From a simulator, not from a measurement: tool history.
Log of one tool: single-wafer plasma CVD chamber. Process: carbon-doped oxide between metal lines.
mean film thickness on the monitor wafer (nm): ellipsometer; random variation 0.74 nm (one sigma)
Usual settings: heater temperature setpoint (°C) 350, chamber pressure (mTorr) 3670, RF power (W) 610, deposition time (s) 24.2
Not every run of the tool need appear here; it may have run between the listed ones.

run,day,heater temperature setpoint (°C),chamber pressure (mTorr),RF power (W),deposition time (s),"read-back reference wafer on the same gauge, thickness_nm",mean film thickness on the monitor wafer (nm)
1,0.000,354,3670,610,26.7,118.155,148.417
2,1.304,354,3670,610,26.7,117.939,149.667
3,4.054,350,3670,550,24.2,117.990,123.449
4,5.038,350,3670,550,24.2,117.950,121.844
5,5.846,350,3670,550,24.2,117.863,122.798
6,6.762,350,3670,610,24.2,118.044,136.735
# day 7.700: thermocouple changed; heater temperature recalibrated
7,7.721,350,3670,610,24.2,118.113,136.848
8,8.929,350,3670,610,24.2,118.037,136.672
# day 9.692: showerhead replaced, of another model than before
9,9.712,350,3670,610,24.2,117.957,141.180
10,10.475,350,3670,610,26.2,117.974,153.144
# day 11.154: gauge calibrated
11,11.162,358,3940,610,24.2,118.098,138.679
12,12.204,350,3670,610,24.2,118.077,140.582
# day 12.950: capacitance manometer re-zeroed and calibrated
13,12.971,350,3670,610,24.2,117.979,140.413
14,13.638,350,3670,610,24.2,117.878,138.682
15,14.288,340,4040,610,19.6,117.990,120.175
16,14.962,350,3670,610,26.2,117.923,150.827
17,16.575,350,3670,610,24.2,118.042,140.329
18,17.279,364,2980,685,22.4,118.106,128.939
# day 18.050: RF generator calibrated
19,18.071,350,4200,725,21.0,118.077,144.453
20,18.646,350,4270,610,26.6,117.992,166.435
21,19.188,350,3670,685,28.7,118.129,184.123
22,20.558,350,3670,610,24.2,118.076,145.846
23,21.196,339,4560,685,28.5,118.095,201.705
24,22.371,350,3670,510,28.7,117.905,155.582
25,23.304,350,3670,610,24.2,118.128,145.429
26,24.358,350,4280,610,24.2,117.932,151.335

Alternative continuations, all from the tool just after run 26; predict every row:
A,24.375,350,4360,610,24.2,?,?
B,24.375,350,4550,610,24.2,?,?
C,24.375,350,4470,610,24.2,?,?

run,"read-back reference wafer on the same gauge, thickness_nm",mean film thickness on the monitor wafer (nm)
A,118.011,151.436
B,118.011,152.767
C,118.011,152.217
Stripped of hidden state, with their random variation kept, the same runs would have yielded:
run,mean film thickness on the monitor wafer (nm)
A,152.296
B,153.635
C,153.082
